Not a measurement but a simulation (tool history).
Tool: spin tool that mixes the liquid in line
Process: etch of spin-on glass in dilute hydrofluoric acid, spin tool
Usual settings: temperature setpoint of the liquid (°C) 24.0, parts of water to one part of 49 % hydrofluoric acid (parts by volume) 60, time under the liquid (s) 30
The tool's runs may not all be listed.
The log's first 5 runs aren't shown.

run,hour,temperature setpoint of the liquid (°C),parts of water to one part of 49 % hydrofluoric acid (parts by volume),time under the liquid (s),"read-back film thickness of the spin-on glass reference wafer, read on the same gauge (nm)",thickness taken off the spin-on glass on a monitor wafer (nm)
6,300.9,24.0,60,30,90.01,17.20
# hour 325.1: hydrofluoric acid flow meter replaced
7,353.2,24.0,60,30,90.02,15.96
8,454.9,27.5,60,30,90.03,18.53
9,491.6,27.5,60,30,90.02,18.32
10,545.5,24.0,60,30,90.02,16.20
11,633.2,24.0,70,30,90.02,13.32
12,707.6,24.0,85,30,89.98,10.78
13,749.8,24.0,60,30,89.97,16.00
# hour 814.9: thermometer replaced
14,832.6,24.0,60,30,89.97,17.62
15,887.5,24.0,60,40,90.03,23.06
16,955.9,24.0,60,30,90.03,17.52
17,1041.6,27.0,60,15,89.97,9.73
18,1093.9,25.5,60,30,89.99,18.38
19,1172.0,28.0,40,20,89.98,20.90
# hour 1214.5: gauge calibrated
20,1236.1,26.5,50,30,90.00,22.97
21,1328.7,24.0,60,30,90.00,17.07
22,1436.5,24.0,60,30,90.01,17.03
23,1540.0,24.0,50,30,89.98,20.52
24,1578.6,24.0,60,30,90.00,16.83

The next listed run, before its measurement:
25,1630.1,25.5,75,40,?,?

Run 25 gave read-back film thickness of the spin-on glass reference wafer, read on the same gauge (nm) 90.02, thickness taken off the spin-on glass on a monitor wafer (nm) 18.56.
Without the tool's hidden state the same run would have given thickness taken off the spin-on glass on a monitor wafer (nm) 19.22.
